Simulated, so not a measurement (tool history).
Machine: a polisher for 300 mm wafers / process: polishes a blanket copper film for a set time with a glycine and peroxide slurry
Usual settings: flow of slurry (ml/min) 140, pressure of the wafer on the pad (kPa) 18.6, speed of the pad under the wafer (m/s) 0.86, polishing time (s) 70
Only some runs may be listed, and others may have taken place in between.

run,hour,flow of slurry (ml/min),pressure of the wafer on the pad (kPa),speed of the pad under the wafer (m/s),polishing time (s),"incoming thickness of the incoming film, nm",film removed (angstrom)
1,0,140,18.6,0.86,70,1618.2,2625
2,70.5,140,18.6,0.86,70,1660.8,2576
3,131.6,140,18.6,0.86,85,1630.4,3068
# hour 146.5: worn pad replaced by a new one
4,225.8,140,18.6,0.86,85,1615.7,3144
5,308.4,140,18.6,0.86,85,1650.8,3130
# hour 357.7: worn pad replaced by a new one
6,384.1,140,18.6,1.06,70,1621.4,2917
# hour 411.1: head pressure recalibrated
7,442.3,140,18.6,1.06,70,1608.6,3098
8,494.4,110,22.8,0.86,56,1640.7,2434
9,542.1,140,18.6,0.86,70,1635.3,2689
# hour 546.4: worn pad replaced by a new one
# hour 581.8: slurry nozzle cleaned
10,584,95,20.7,1.02,84,1665.1,3590
11,683.1,175,18.6,0.96,61,1635.7,2566
# hour 744.2: worn pad replaced by a new one
12,755.2,140,18.6,1.04,86,1634.8,3623
13,817.8,140,18.6,0.86,48,1662.3,1807

Estimate the outcome of run 14 from the log above:
14,885.5,140,18.6,0.86,53,1650,?

film removed (angstrom): 1959
Minus the tool's unlogged condition, the same run would have read film removed (angstrom) 2086.
